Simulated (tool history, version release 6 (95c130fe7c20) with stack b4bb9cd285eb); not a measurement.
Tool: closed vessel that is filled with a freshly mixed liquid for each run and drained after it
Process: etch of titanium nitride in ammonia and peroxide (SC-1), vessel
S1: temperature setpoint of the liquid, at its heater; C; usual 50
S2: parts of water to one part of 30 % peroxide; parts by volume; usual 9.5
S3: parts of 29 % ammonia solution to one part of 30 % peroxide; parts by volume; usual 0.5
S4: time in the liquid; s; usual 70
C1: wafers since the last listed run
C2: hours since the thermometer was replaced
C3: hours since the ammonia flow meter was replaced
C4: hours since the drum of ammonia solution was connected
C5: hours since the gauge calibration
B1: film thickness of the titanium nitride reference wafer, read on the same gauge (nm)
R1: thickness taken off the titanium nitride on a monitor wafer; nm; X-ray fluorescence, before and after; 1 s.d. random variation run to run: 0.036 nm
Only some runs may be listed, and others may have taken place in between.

run	hour	S1	S2	S3	S4	C1	C2	C3	C4	C5	B1	R1
1	0	50	9.5	0.5	45	0	918.6	650.4	410	1062.3	79.981	3.185
2	42.2	50	9.5	0.6	55	5852	960.8	692.6	452.2	1104.5	80.027	4.019
3	127.1	50	9.5	0.5	70	11775	1045.7	777.5	537.1	1189.4	80.018	5.005
4	200.2	50	9.5	0.5	70	10138	1118.8	850.6	610.2	1262.5	79.98	5.052
# hour 255.6: ammonia flow meter replaced
5	475.4	50	9.5	0.5	70	38030	1394	219.8	885.4	1537.7	79.975	5.009
6	543.1	50	13.5	0.5	70	9389	1461.7	287.5	953.1	1605.4	80.028	4.188
# hour 552.6: thermometer replaced
# hour 555.5: new drum of ammonia solution connected
7	605.7	50	13.5	0.5	70	8404	53.1	350.1	50.2	1668	80.003	3.889
8	643.9	50	11.5	0.5	70	5298	91.3	388.3	88.4	1706.2	79.998	4.223
9	951.2	50	9.5	0.5	70	42620	398.6	695.6	395.7	2013.5	80.025	4.752
10	1010.9	50	9.5	0.5	70	8280	458.3	755.3	455.4	2073.2	79.997	4.806
11	1116.8	50	9.5	0.5	70	14687	564.2	861.2	561.3	2179.1	80.009	4.837
# hour 1156.2: gauge calibrated
12	1185.6	50	9.5	0.5	70	9542	633	930	630.1	29.4	80.015	4.876
# hour 1213: ammonia flow meter replaced
13	1254.1	50	6	0.5	45	9361	701.5	41.1	698.6	97.9	79.985	3.877
14	1318.5	50	9.5	0.5	70	8931	765.9	105.5	763	162.3	80.005	4.869
15	1409	50	9.5	0.5	70	12551	856.4	196	853.5	252.8	79.981	4.875
16	1521.4	50	9.5	0.5	70	15589	968.8	308.4	965.9	365.2	79.996	4.903
17	1618.1	45.5	9.5	0.7	70	13411	1065.5	405.1	1062.6	461.9	79.983	3.758
# hour 1636.6: new drum of ammonia solution connected
18	1680.9	45.5	9.5	0.75	70	8571	1128.3	467.9	44.3	524.7	79.992	3.82
19	1779.7	44	9.5	0.5	55	13703	1227.1	566.7	143.1	623.5	79.972	2.58
20	1849.6	50	9.5	0.5	70	9694	1297	636.6	213	693.4	80.007	4.99
21	1918.8	50	9.5	0.4	70	9597	1366.2	705.8	282.2	762.6	79.962	4.819
22	2016	50	6.5	0.35	70	13481	1463.4	803	379.4	859.8	79.999	5.779
# hour 2045.6: thermometer replaced
23	2076.1	43	9.5	0.5	90	8196	30.5	863.1	439.5	919.9	80.007	3.586
24	2140.1	50	9.5	0.5	70	8876	94.5	927.1	503.5	983.9	79.978	4.735
25	2209.2	54.5	9.5	0.35	70	9583	163.6	996.2	572.6	1053	80.013	6.04
# hour 2253.7: ammonia flow meter replaced
26	2277.3	50	9.5	0.5	105	9306	231.7	23.6	640.7	1121.1	79.975	7.045

Predict each of these 5 candidate next runs independently; none follows another, all start after run 26:
A	2278	50	9.5	0.5	40	97	232.4	24.3	641.4	1121.8	?	?
B	2278	56.5	9.5	0.65	70	97	232.4	24.3	641.4	1121.8	?	?
C	2278	50	9.5	0.65	70	97	232.4	24.3	641.4	1121.8	?	?
D	2278	50	9.5	0.3	70	97	232.4	24.3	641.4	1121.8	?	?
E	2278	53.5	9.5	0.5	70	97	232.4	24.3	641.4	1121.8	?	?

run	B1	R1
A	80.019	2.731
B	80.019	7.783
C	80.019	4.995
D	80.019	4.362
E	80.019	6.081
What these runs would have given with no unlogged condition in the tool:
run	R1
A	2.689
B	7.669
C	4.919
D	4.296
E	5.99
